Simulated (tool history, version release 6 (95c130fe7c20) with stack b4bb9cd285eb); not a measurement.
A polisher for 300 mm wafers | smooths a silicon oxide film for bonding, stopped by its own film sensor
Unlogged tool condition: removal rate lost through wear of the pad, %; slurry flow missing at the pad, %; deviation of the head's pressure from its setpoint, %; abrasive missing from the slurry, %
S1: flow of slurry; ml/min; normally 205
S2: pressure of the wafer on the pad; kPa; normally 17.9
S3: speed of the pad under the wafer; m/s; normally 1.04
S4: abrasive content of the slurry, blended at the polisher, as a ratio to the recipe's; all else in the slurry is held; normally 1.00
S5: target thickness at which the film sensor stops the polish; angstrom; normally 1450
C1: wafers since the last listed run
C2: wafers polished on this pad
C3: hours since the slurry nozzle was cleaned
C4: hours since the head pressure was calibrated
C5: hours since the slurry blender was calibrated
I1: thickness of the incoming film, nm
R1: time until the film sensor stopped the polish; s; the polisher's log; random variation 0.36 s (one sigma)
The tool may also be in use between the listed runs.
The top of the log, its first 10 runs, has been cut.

run 11 hour=534.2 | S1=205 S2=17.9 S3=1.04 S4=1.00 S5=1450 | C1=1550 C2=3433 C3=95.3 C4=552.8 C5=117.7 | I1=186.8 | R1=45.7
run 12 hour=598.5 | S1=185 S2=17.9 S3=1.04 S4=1.15 S5=1450 | C1=1191 C2=4624 C3=159.6 C4=617.1 C5=182.0 | I1=190.4 | R1=47.3
run 13 hour=628.2 | S1=205 S2=16.5 S3=1.04 S4=1.00 S5=1510 | C1=550 C2=5175 C3=189.3 C4=646.8 C5=211.7 | I1=189.4 | R1=46.3
-- hour=652.0 worn pad replaced by a new one, repeated, since the last time left the tool worse
run 14 hour=671.3 | S1=260 S2=17.9 S3=1.04 S4=1.15 S5=1610 | C1=724 C2=357 C3=232.4 C4=689.9 C5=254.8 | I1=186.2 | R1=21.8
run 15 hour=722.3 | S1=205 S2=17.9 S3=1.04 S4=1.00 S5=1570 | C1=944 C2=1302 C3=283.4 C4=740.9 C5=305.8 | I1=188.7 | R1=30.4
run 16 hour=780.3 | S1=205 S2=17.9 S3=1.04 S4=1.25 S5=1450 | C1=1074 C2=2377 C3=341.4 C4=798.9 C5=363.8 | I1=192.4 | R1=41.0
-- hour=811.6 slurry blender recalibrated
run 17 hour=849.3 | S1=205 S2=17.9 S3=1.04 S4=1.00 S5=1450 | C1=1241 C2=3618 C3=410.4 C4=867.9 C5=37.7 | I1=191.5 | R1=44.6
-- hour=855.4 slurry nozzle cleaned
run 18 hour=911.0 | S1=205 S2=17.9 S3=1.04 S4=1.20 S5=1450 | C1=1124 C2=4743 C3=55.6 C4=929.6 C5=99.4 | I1=189.2 | R1=40.0
run 19 hour=958.6 | S1=165 S2=17.9 S3=1.34 S4=1.10 S5=1540 | C1=881 C2=5625 C3=103.2 C4=977.2 C5=147.0 | I1=187.9 | R1=26.7
run 20 hour=985.4 | S1=205 S2=12.4 S3=1.24 S4=1.00 S5=1450 | C1=496 C2=6121 C3=130.0 C4=1004.0 C5=173.8 | I1=192.3 | R1=59.7
run 21 hour=1018.0 | S1=135 S2=20.0 S3=1.34 S4=1.00 S5=1310 | C1=603 C2=6725 C3=162.6 C4=1036.6 C5=206.4 | I1=188.5 | R1=45.2
-- hour=1030.9 worn pad replaced by a new one
run 22 hour=1052.5 | S1=205 S2=17.9 S3=1.04 S4=1.00 S5=1450 | C1=565 C2=400 C3=197.1 C4=1071.1 C5=240.9 | I1=187.2 | R1=40.4
-- hour=1233.8 slurry blender recalibrated
run 23 hour=1250.5 | S1=180 S2=20.7 S3=1.34 S4=1.00 S5=1450 | C1=3631 C2=4031 C3=395.1 C4=1269.1 C5=16.7 | I1=187.2 | R1=30.0
-- hour=1286.4 head pressure recalibrated
run 24 hour=1312.0 | S1=205 S2=21.4 S3=1.14 S4=1.25 S5=1450 | C1=1102 C2=5134 C3=456.6 C4=25.6 C5=78.2 | I1=193.6 | R1=33.0
-- hour=1335.8 slurry nozzle cleaned
run 25 hour=1369.8 | S1=165 S2=17.9 S3=1.04 S4=1.00 S5=1450 | C1=1052 C2=6186 C3=34.0 C4=83.4 C5=136.0 | I1=188.7 | R1=45.2
run 26 hour=1424.5 | S1=205 S2=17.9 S3=1.04 S4=1.00 S5=1450 | C1=1013 C2=7199 C3=88.7 C4=138.1 C5=190.7 | I1=187.9 | R1=43.2
-- hour=1493.1 worn pad replaced by a new one
run 27 hour=1548.0 | S1=205 S2=22.8 S3=1.04 S4=1.00 S5=1410 | C1=2213 C2=1017 C3=212.2 C4=261.6 C5=314.2 | I1=190.1 | R1=37.3
run 28 hour=1607.9 | S1=205 S2=17.9 S3=1.04 S4=1.00 S5=1500 | C1=1109 C2=2126 C3=272.1 C4=321.5 C5=374.1 | I1=189.1 | R1=37.7
run 29 hour=1663.6 | S1=235 S2=17.9 S3=1.34 S4=1.10 S5=1360 | C1=1031 C2=3158 C3=327.8 C4=377.2 C5=429.8 | I1=191.7 | R1=41.3
-- hour=1716.8 slurry blender recalibrated
run 30 hour=1718.5 | S1=205 S2=20.0 S3=1.36 S4=0.90 S5=1360 | C1=980 C2=4139 C3=382.7 C4=432.1 C5=1.7 | I1=187.7 | R1=39.3
run 31 hour=1785.5 | S1=245 S2=23.4 S3=0.82 S4=1.10 S5=1450 | C1=1241 C2=5380 C3=449.7 C4=499.1 C5=68.7 | I1=189.9 | R1=38.1

Alternative continuations, all from the tool just after run 31; predict every row:
run A hour=1785.9 | S1=205 S2=17.9 S3=1.04 S4=1.00 S5=1450 | C1=7 C2=5387 C3=450.1 C4=499.5 C5=69.1 | I1=189.8 | R1=?
run B hour=1785.9 | S1=205 S2=14.5 S3=1.04 S4=1.30 S5=1450 | C1=7 C2=5387 C3=450.1 C4=499.5 C5=69.1 | I1=189.8 | R1=?
run C hour=1785.9 | S1=145 S2=17.9 S3=1.04 S4=1.00 S5=1450 | C1=7 C2=5387 C3=450.1 C4=499.5 C5=69.1 | I1=189.8 | R1=?

run=A R1=44.9
run=B R1=48.7
run=C R1=47.6
With no hidden state in the tool, these same runs would have given:
run=A R1=42.7
run=B R1=46.3
run=C R1=45.2
